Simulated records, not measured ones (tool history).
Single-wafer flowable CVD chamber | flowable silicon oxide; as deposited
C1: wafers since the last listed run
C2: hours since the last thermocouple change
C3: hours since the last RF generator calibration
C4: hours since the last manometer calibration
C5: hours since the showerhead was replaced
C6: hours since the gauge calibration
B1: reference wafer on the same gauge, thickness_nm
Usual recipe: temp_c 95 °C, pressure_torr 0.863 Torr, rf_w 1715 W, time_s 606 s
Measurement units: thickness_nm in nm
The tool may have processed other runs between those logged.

Run 1, hour 0.0: usual settings but time_s 681 s; C1 0; C2 211.8; C3 703.2; C4 1456.5; C5 115.6; C6 132.7; B1 525.206. Result: thickness_nm 502.003 nm.
Run 2, hour 95.4: usual settings but time_s 681 s; C1 291; C2 307.2; C3 798.6; C4 1551.9; C5 211.0; C6 228.1; B1 524.608. Result: thickness_nm 498.528 nm.
Run 3, hour 137.8: usual settings; C1 129; C2 349.6; C3 841.0; C4 1594.3; C5 253.4; C6 270.5; B1 524.954. Result: thickness_nm 443.925 nm.
Run 4, hour 194.8: usual settings; C1 174; C2 406.6; C3 898.0; C4 1651.3; C5 310.4; C6 327.5; B1 525.116. Result: thickness_nm 445.985 nm.
Run 5, hour 244.8: usual settings but pressure_torr 0.957 Torr; C1 152; C2 456.6; C3 948.0; C4 1701.3; C5 360.4; C6 377.5; B1 525.113. Result: thickness_nm 475.863 nm.
Run 6, hour 303.6: usual settings; C1 179; C2 515.4; C3 1006.8; C4 1760.1; C5 419.2; C6 436.3; B1 525.364. Result: thickness_nm 441.161 nm.
Run 7, hour 387.8: usual settings but temp_c 109 °C, pressure_torr 1.048 Torr; C1 257; C2 599.6; C3 1091.0; C4 1844.3; C5 503.4; C6 520.5; B1 525.102. Result: thickness_nm 303.358 nm.
Run 8, hour 488.3: usual settings but temp_c 99 °C, rf_w 2010 W, time_s 648 s; C1 306; C2 700.1; C3 1191.5; C4 1944.8; C5 603.9; C6 621.0; B1 524.888. Result: thickness_nm 429.479 nm.
Run 9, hour 582.2: usual settings but temp_c 86 °C; C1 286; C2 794.0; C3 1285.4; C4 2038.7; C5 697.8; C6 714.9; B1 524.875. Result: thickness_nm 608.393 nm.
At hour 621.8: capacitance manometer re-zeroed and calibrated.
Run 10, hour 703.3: usual settings but rf_w 1825 W; C1 345; C2 915.1; C3 1406.5; C4 81.5; C5 818.9; C6 836.0; B1 524.882. Result: thickness_nm 450.678 nm.
Run 11, hour 768.3: usual settings; C1 198; C2 980.1; C3 1471.5; C4 146.5; C5 883.9; C6 901.0; B1 525.121. Result: thickness_nm 442.763 nm.
Run 12, hour 875.6: usual settings but rf_w 1495 W; C1 327; C2 1087.4; C3 1578.8; C4 253.8; C5 991.2; C6 1008.3; B1 524.936. Result: thickness_nm 406.342 nm.
Run 13, hour 945.6: usual settings but temp_c 82 °C, pressure_torr 0.685 Torr, rf_w 2005 W, time_s 693 s; C1 213; C2 1157.4; C3 1648.8; C4 323.8; C5 1061.2; C6 1078.3; B1 525.165. Result: thickness_nm 717.933 nm.
Run 14, hour 1002.7: usual settings but temp_c 103 °C, pressure_torr 1.028 Torr; C1 174; C2 1214.5; C3 1705.9; C4 380.9; C5 1118.3; C6 1135.4; B1 524.831. Result: thickness_nm 369.254 nm.
Run 15, hour 1053.5: usual settings but temp_c 108 °C; C1 155; C2 1265.3; C3 1756.7; C4 431.7; C5 1169.1; C6 1186.2; B1 524.954. Result: thickness_nm 267.539 nm.
Run 16, hour 1090.8: usual settings but time_s 681 s; C1 113; C2 1302.6; C3 1794.0; C4 469.0; C5 1206.4; C6 1223.5; B1 525.393. Result: thickness_nm 491.135 nm.
Run 17, hour 1196.0: usual settings but pressure_torr 0.785 Torr, rf_w 1880 W; C1 321; C2 1407.8; C3 1899.2; C4 574.2; C5 1311.6; C6 1328.7; B1 525.226. Result: thickness_nm 427.595 nm.
Run 18, hour 1243.6: usual settings but temp_c 90 °C; C1 145; C2 1455.4; C3 1946.8; C4 621.8; C5 1359.2; C6 1376.3; B1 525.047. Result: thickness_nm 528.978 nm.
At hour 1278.9: RF generator calibrated.
Run 19, hour 1304.4: usual settings but temp_c 86 °C, pressure_torr 0.781 Torr, rf_w 2025 W; C1 161; C2 1516.2; C3 25.5; C4 682.6; C5 1420.0; C6 1437.1; B1 524.890. Result: thickness_nm 613.003 nm.
Run 20, hour 1413.7: usual settings; C1 333; C2 1625.5; C3 134.8; C4 791.9; C5 1529.3; C6 1546.4; B1 525.426. Result: thickness_nm 455.079 nm.
Run 21, hour 1457.4: usual settings; C1 133; C2 1669.2; C3 178.5; C4 835.6; C5 1573.0; C6 1590.1; B1 524.765. Result: thickness_nm 450.267 nm.
Run 22, hour 1542.9: usual settings but time_s 509 s; C1 261; C2 1754.7; C3 264.0; C4 921.1; C5 1658.5; C6 1675.6; B1 525.481. Result: thickness_nm 378.161 nm.
At hour 1700.6: thermocouple changed; heater temperature recalibrated.
Run 23, hour 1718.2: usual settings but temp_c 84 °C, time_s 531 s; C1 510; C2 17.6; C3 439.3; C4 1096.4; C5 1833.8; C6 1850.9; B1 524.625. Result: thickness_nm 583.950 nm.
Run 24, hour 1823.2: usual settings but rf_w 1420 W; C1 320; C2 122.6; C3 544.3; C4 1201.4; C5 1938.8; C6 1955.9; B1 524.956. Result: thickness_nm 405.454 nm.
Run 25, hour 1922.6: usual settings but temp_c 89 °C; C1 303; C2 222.0; C3 643.7; C4 1300.8; C5 2038.2; C6 2055.3; B1 524.785. Result: thickness_nm 554.698 nm.
Run 26, hour 1977.2: usual settings; C1 166; C2 276.6; C3 698.3; C4 1355.4; C5 2092.8; C6 2109.9; B1 525.139. Result: thickness_nm 448.460 nm.
Run 27, hour 2037.7: usual settings but temp_c 87 °C, pressure_torr 0.984 Torr, rf_w 2035 W, time_s 713 s; C1 184; C2 337.1; C3 758.8; C4 1415.9; C5 2153.3; C6 2170.4; B1 524.769. Result: thickness_nm 823.376 nm.
At hour 2071.9: gauge calibrated.
Run 28, hour 2098.2: usual settings; C1 184; C2 397.6; C3 819.3; C4 1476.4; C5 2213.8; C6 26.3; B1 524.964. Result: thickness_nm 446.232 nm.

4 options for the next run, each taken on its own from the tool as it stands now. Forecast them:
Run A, hour 2098.8: usual settings; C1 1; C2 398.2; C3 819.9; C4 1477.0; C5 2214.4; C6 26.9; B1 ?. Result: thickness_nm ?.
Run B, hour 2098.8: usual settings but pressure_torr 0.705 Torr, rf_w 2040 W, time_s 680 s; C1 1; C2 398.2; C3 819.9; C4 1477.0; C5 2214.4; C6 26.9; B1 ?. Result: thickness_nm ?.
Run C, hour 2098.8: usual settings but temp_c 102 °C, rf_w 1470 W; C1 1; C2 398.2; C3 819.9; C4 1477.0; C5 2214.4; C6 26.9; B1 ?. Result: thickness_nm ?.
Run D, hour 2098.8: usual settings but pressure_torr 0.676 Torr, time_s 548 s; C1 1; C2 398.2; C3 819.9; C4 1477.0; C5 2214.4; C6 26.9; B1 ?. Result: thickness_nm ?.

run       B1  thickness_nm
  A  524.774       444.058
  B  524.774       457.060
  C  524.774       314.352
  D  524.774       336.269
With the hidden condition removed and each run's random variation left untouched, the same runs would have given:
run  thickness_nm
  A       454.630
  B       464.483
  C       324.106
  D       344.274

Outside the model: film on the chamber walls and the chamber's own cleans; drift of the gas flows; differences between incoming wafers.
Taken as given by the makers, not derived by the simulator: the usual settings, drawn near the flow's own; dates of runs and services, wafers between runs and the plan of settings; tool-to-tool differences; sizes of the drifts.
